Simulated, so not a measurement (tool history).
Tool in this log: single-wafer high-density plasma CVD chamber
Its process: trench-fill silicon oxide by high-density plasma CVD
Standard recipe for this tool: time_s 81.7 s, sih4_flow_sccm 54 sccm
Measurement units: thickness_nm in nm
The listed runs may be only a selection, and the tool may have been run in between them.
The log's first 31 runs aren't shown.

run,day,time_s,sih4_flow_sccm,wafers since the last listed run,hours since the silane flow controller was replaced,hours since the gauge calibration,"read-back reference wafer on the same gauge, thickness_nm",thickness_nm
32,70.35,85.8,50,1537,171,397.1,455.482,431.29
33,72.712,96,58,1306,227.7,453.8,454.933,561.519
34,73.988,71.3,61,705,258.3,484.4,455.125,438.201
35,75.588,66.1,50,885,296.7,522.8,454.554,332.913
36,77.029,95.8,57,797,331.3,557.4,455.118,551.962
37,78.146,91.8,48,617,358.1,584.2,454.841,443.903
38,79.483,81.7,54,739,390.2,616.3,454.604,442.724
39,82.329,94.1,54,1574,458.5,684.6,454.403,510.244

Each row is a separate what-if for the run after 39, all from the same tool condition, not one after another. Results?
A,82.346,81.7,54,9,458.9,685,?,?
B,82.346,93.8,49,9,458.9,685,?,?
C,82.346,89.3,62,9,458.9,685,?,?
D,82.346,71.5,50,9,458.9,685,?,?

run,"read-back reference wafer on the same gauge, thickness_nm",thickness_nm
A,455.534,442.19
B,455.534,460.673
C,455.534,554.928
D,455.534,358.319
Take away the tool's hidden state, keep each run's random variation, and the runs would have read:
run,thickness_nm
A,442.952
B,461.466
C,555.884
D,358.936
